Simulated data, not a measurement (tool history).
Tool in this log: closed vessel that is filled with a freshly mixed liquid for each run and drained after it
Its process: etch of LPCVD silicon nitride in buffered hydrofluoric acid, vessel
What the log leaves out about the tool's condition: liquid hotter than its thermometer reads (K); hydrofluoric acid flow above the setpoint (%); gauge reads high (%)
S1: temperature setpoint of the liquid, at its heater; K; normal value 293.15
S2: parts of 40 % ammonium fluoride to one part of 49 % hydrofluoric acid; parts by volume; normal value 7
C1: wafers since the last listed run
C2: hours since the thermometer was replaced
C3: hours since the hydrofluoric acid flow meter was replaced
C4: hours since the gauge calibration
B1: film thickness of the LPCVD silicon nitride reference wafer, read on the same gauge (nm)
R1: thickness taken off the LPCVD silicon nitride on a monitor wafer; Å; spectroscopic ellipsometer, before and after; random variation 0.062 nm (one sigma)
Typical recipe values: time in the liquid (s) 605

run 1 day=0 | S1=293.15 S2=6.5 time_in_the_liquid_(s)=440 | C1=0 C2=362.4 C3=568.5 C4=1016.6 | B1=110 | R1=90.4
run 2 day=2.533 | S1=293.15 S2=7 time_in_the_liquid_(s)=605 | C1=5078 C2=423.2 C3=629.3 C4=1077.4 | B1=110.01 | R1=116.1
run 3 day=4.288 | S1=293.15 S2=7 time_in_the_liquid_(s)=605 | C1=3516 C2=465.3 C3=671.4 C4=1119.5 | B1=109.96 | R1=116.1
-- day=4.358 thermometer replaced
-- day=5.679 hydrofluoric acid flow meter replaced
run 4 day=6.925 | S1=293.15 S2=7 time_in_the_liquid_(s)=605 | C1=5119 C2=61.6 C3=29.9 C4=1182.8 | B1=109.97 | R1=115.5
run 5 day=9.517 | S1=293.15 S2=7 time_in_the_liquid_(s)=605 | C1=5195 C2=123.8 C3=92.1 C4=1245 | B1=109.98 | R1=115.8
run 6 day=11.538 | S1=293.15 S2=7 time_in_the_liquid_(s)=605 | C1=4050 C2=172.3 C3=140.6 C4=1293.5 | B1=110.01 | R1=116.3
run 7 day=13.738 | S1=293.15 S2=5 time_in_the_liquid_(s)=790 | C1=4409 C2=225.1 C3=193.4 C4=1346.3 | B1=109.96 | R1=202.2
run 8 day=16.146 | S1=293.15 S2=5 time_in_the_liquid_(s)=790 | C1=4827 C2=282.9 C3=251.2 C4=1404.1 | B1=110.01 | R1=201.9
run 9 day=19.508 | S1=293.15 S2=8 time_in_the_liquid_(s)=850 | C1=6740 C2=363.6 C3=331.9 C4=1484.8 | B1=110.01 | R1=138.8
run 10 day=21.646 | S1=297.15 S2=8 time_in_the_liquid_(s)=695 | C1=4284 C2=414.9 C3=383.2 C4=1536.1 | B1=110.01 | R1=142.1
-- day=22.771 thermometer replaced
run 11 day=23.1 | S1=293.15 S2=7 time_in_the_liquid_(s)=605 | C1=2831 C2=7.9 C3=418.1 C4=1571 | B1=110.01 | R1=116.1
run 12 day=24.233 | S1=293.15 S2=7 time_in_the_liquid_(s)=605 | C1=2271 C2=35.1 C3=445.3 C4=1598.2 | B1=110 | R1=115.7
run 13 day=25.562 | S1=293.15 S2=7 time_in_the_liquid_(s)=605 | C1=2664 C2=67 C3=477.2 C4=1630.1 | B1=110.01 | R1=116.3
run 14 day=26.942 | S1=293.15 S2=7 time_in_the_liquid_(s)=605 | C1=2764 C2=100.1 C3=510.3 C4=1663.2 | B1=110.01 | R1=116
run 15 day=29.375 | S1=295.15 S2=7 time_in_the_liquid_(s)=950 | C1=4877 C2=158.5 C3=568.7 C4=1721.6 | B1=110.01 | R1=203.3
run 16 day=31.267 | S1=296.15 S2=8 time_in_the_liquid_(s)=605 | C1=3791 C2=203.9 C3=614.1 C4=1767 | B1=110.02 | R1=118.9
run 17 day=34.088 | S1=295.15 S2=8 time_in_the_liquid_(s)=605 | C1=5654 C2=271.6 C3=681.8 C4=1834.7 | B1=109.99 | R1=110.4
run 18 day=35.417 | S1=293.15 S2=5 time_in_the_liquid_(s)=605 | C1=2664 C2=303.5 C3=713.7 C4=1866.6 | B1=109.98 | R1=154.1
run 19 day=37.667 | S1=293.15 S2=10 time_in_the_liquid_(s)=770 | C1=4510 C2=357.5 C3=767.7 C4=1920.6 | B1=110.01 | R1=104.8
-- day=39.988 hydrofluoric acid flow meter replaced
run 20 day=40.538 | S1=296.65 S2=5 time_in_the_liquid_(s)=935 | C1=5671 C2=426.4 C3=13.2 C4=1989.5 | B1=109.99 | R1=292.8
run 21 day=41.7 | S1=293.15 S2=5 time_in_the_liquid_(s)=450 | C1=2330 C2=454.3 C3=41.1 C4=2017.4 | B1=110.03 | R1=114.7
-- day=42.396 thermometer replaced
run 22 day=44.304 | S1=293.15 S2=7 time_in_the_liquid_(s)=785 | C1=5136 C2=45.8 C3=103.6 C4=2079.9 | B1=110.02 | R1=150.3
run 23 day=47.296 | S1=297.15 S2=9 time_in_the_liquid_(s)=730 | C1=5996 C2=117.6 C3=175.4 C4=2151.7 | B1=109.98 | R1=132.2
-- day=48.867 gauge calibrated
run 24 day=49.383 | S1=293.15 S2=7 time_in_the_liquid_(s)=605 | C1=4184 C2=167.7 C3=225.5 C4=12.4 | B1=109.98 | R1=116.6
run 25 day=51.638 | S1=297.15 S2=7 time_in_the_liquid_(s)=605 | C1=4518 C2=221.8 C3=279.6 C4=66.5 | B1=109.99 | R1=143.3
run 26 day=53.796 | S1=297.15 S2=9 time_in_the_liquid_(s)=860 | C1=4326 C2=273.6 C3=331.4 C4=118.3 | B1=109.98 | R1=156.9
run 27 day=59.821 | S1=290.15 S2=7 time_in_the_liquid_(s)=905 | C1=12077 C2=418.2 C3=476 C4=262.9 | B1=109.98 | R1=145.3
run 28 day=61.388 | S1=296.65 S2=8.5 time_in_the_liquid_(s)=605 | C1=3140 C2=455.8 C3=513.6 C4=300.5 | B1=110 | R1=113.8
run 29 day=63.888 | S1=291.15 S2=7 time_in_the_liquid_(s)=405 | C1=5011 C2=515.8 C3=573.6 C4=360.5 | B1=110.03 | R1=69.2
-- day=64.212 thermometer replaced
run 30 day=66.529 | S1=293.15 S2=6 time_in_the_liquid_(s)=605 | C1=5211 C2=55.6 C3=637 C4=423.9 | B1=110.01 | R1=132.3
-- day=67 hydrofluoric acid flow meter replaced
run 31 day=68.779 | S1=290.15 S2=6 time_in_the_liquid_(s)=485 | C1=4426 C2=109.6 C3=42.7 C4=477.9 | B1=110.01 | R1=90.4

List, for all runs, the conditions of the tool that the log does not record:
liquid hotter than its thermometer reads (K): 0 in every run
hydrofluoric acid flow above the setpoint (%): 0 in every run
gauge reads high (%): 0 in every run

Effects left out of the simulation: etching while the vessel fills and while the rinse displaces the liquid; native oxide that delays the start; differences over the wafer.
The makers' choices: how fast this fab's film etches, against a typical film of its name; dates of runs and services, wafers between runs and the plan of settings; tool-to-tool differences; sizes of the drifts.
